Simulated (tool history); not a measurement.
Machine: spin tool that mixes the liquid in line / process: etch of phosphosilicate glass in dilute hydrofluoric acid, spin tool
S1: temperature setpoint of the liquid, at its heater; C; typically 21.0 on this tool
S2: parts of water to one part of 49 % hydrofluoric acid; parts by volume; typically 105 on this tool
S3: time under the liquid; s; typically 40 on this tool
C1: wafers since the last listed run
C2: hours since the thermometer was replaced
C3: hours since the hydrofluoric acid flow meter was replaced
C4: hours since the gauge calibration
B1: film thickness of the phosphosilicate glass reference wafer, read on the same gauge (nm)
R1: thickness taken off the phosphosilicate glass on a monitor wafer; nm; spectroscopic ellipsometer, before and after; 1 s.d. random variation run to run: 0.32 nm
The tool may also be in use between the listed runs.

Run 1, hour 0.0: usual settings; C1 0; C2 213.9; C3 1430.3; C4 621.2; B1 70.00. Result: R1 41.77 nm.
Run 2, hour 68.8: usual settings but S2 135 parts by volume; C1 984; C2 282.7; C3 1499.1; C4 690.0; B1 70.03. Result: R1 31.83 nm.
Run 3, hour 103.0: usual settings but S2 135 parts by volume; C1 489; C2 316.9; C3 1533.3; C4 724.2; B1 70.01. Result: R1 31.93 nm.
Run 4, hour 134.4: usual settings; C1 449; C2 348.3; C3 1564.7; C4 755.6; B1 70.02. Result: R1 42.66 nm.
Run 5, hour 185.9: usual settings; C1 736; C2 399.8; C3 1616.2; C4 807.1; B1 69.99. Result: R1 42.27 nm.
Run 6, hour 246.9: usual settings but S3 30 s; C1 872; C2 460.8; C3 1677.2; C4 868.1; B1 70.01. Result: R1 32.10 nm.
Run 7, hour 299.6: usual settings but S3 30 s; C1 753; C2 513.5; C3 1729.9; C4 920.8; B1 69.98. Result: R1 31.98 nm.
Run 8, hour 356.5: usual settings but S2 130 parts by volume; C1 814; C2 570.4; C3 1786.8; C4 977.7; B1 69.99. Result: R1 33.76 nm.
Run 9, hour 393.0: usual settings but S2 130 parts by volume; C1 522; C2 606.9; C3 1823.3; C4 1014.2; B1 70.00. Result: R1 33.48 nm.
Run 10, hour 421.8: usual settings but S2 130 parts by volume; C1 412; C2 635.7; C3 1852.1; C4 1043.0; B1 70.00. Result: R1 33.20 nm.
Run 11, hour 487.9: usual settings but S2 90 parts by volume, S3 35 s; C1 945; C2 701.8; C3 1918.2; C4 1109.1; B1 70.00. Result: R1 45.43 nm.
Run 12, hour 518.8: usual settings but S2 90 parts by volume, S3 35 s; C1 442; C2 732.7; C3 1949.1; C4 1140.0; B1 70.00. Result: R1 44.81 nm.
Run 13, hour 543.8: usual settings but S2 90 parts by volume, S3 35 s; C1 357; C2 757.7; C3 1974.1; C4 1165.0; B1 70.00. Result: R1 44.88 nm.
At hour 550.4: gauge calibrated.
Run 14, hour 735.3: usual settings; C1 2739; C2 949.2; C3 2165.6; C4 184.9; B1 70.01. Result: R1 44.17 nm.
Run 15, hour 767.4: usual settings; C1 459; C2 981.3; C3 2197.7; C4 217.0; B1 70.01. Result: R1 43.62 nm.
Run 16, hour 831.3: usual settings; C1 914; C2 1045.2; C3 2261.6; C4 280.9; B1 70.01. Result: R1 44.31 nm.
Run 17, hour 884.8: usual settings but S1 25.0 C, S2 145 parts by volume, S3 50 s; C1 765; C2 1098.7; C3 2315.1; C4 334.4; B1 70.01. Result: R1 44.30 nm.
Run 18, hour 952.3: usual settings but S1 17.0 C, S2 70 parts by volume; C1 965; C2 1166.2; C3 2382.6; C4 401.9; B1 70.01. Result: R1 57.79 nm.
Run 19, hour 1017.0: usual settings but S1 18.5 C; C1 925; C2 1230.9; C3 2447.3; C4 466.6; B1 70.00. Result: R1 40.74 nm.
At hour 1053.7: thermometer replaced.
Run 20, hour 1080.5: usual settings but S1 17.0 C, S2 70 parts by volume; C1 894; C2 26.8; C3 2510.8; C4 530.1; B1 70.00. Result: R1 58.35 nm.
Run 21, hour 1150.7: usual settings but S1 19.5 C, S2 70 parts by volume, S3 25 s; C1 1004; C2 97.0; C3 2581.0; C4 600.3; B1 70.00. Result: R1 39.97 nm.
At hour 1167.7: hydrofluoric acid flow meter replaced.
Run 22, hour 1182.1: usual settings but S1 24.0 C, S3 55 s; C1 434; C2 128.4; C3 14.4; C4 631.7; B1 70.02. Result: R1 59.52 nm.
Run 23, hour 1206.7: usual settings but S1 17.0 C, S2 130 parts by volume, S3 30 s; C1 351; C2 153.0; C3 39.0; C4 656.3; B1 69.98. Result: R1 18.88 nm.
Run 24, hour 1251.5: usual settings but S1 22.5 C; C1 640; C2 197.8; C3 83.8; C4 701.1; B1 70.01. Result: R1 40.58 nm.
Run 25, hour 1295.7: usual settings but S1 24.0 C, S3 55 s; C1 632; C2 242.0; C3 128.0; C4 745.3; B1 69.99. Result: R1 59.88 nm.

Forecast run 26:
Run 26, hour 1323.8: usual settings but S2 75 parts by volume, S3 20 s; C1 402; C2 270.1; C3 156.1; C4 773.4; B1 ?. Result: R1 ?.

{"run 26": {"B1": 70.0, "R1": 28.14}}
The same run, on a tool lacking any hidden state, would have yielded R1 27.86 nm.
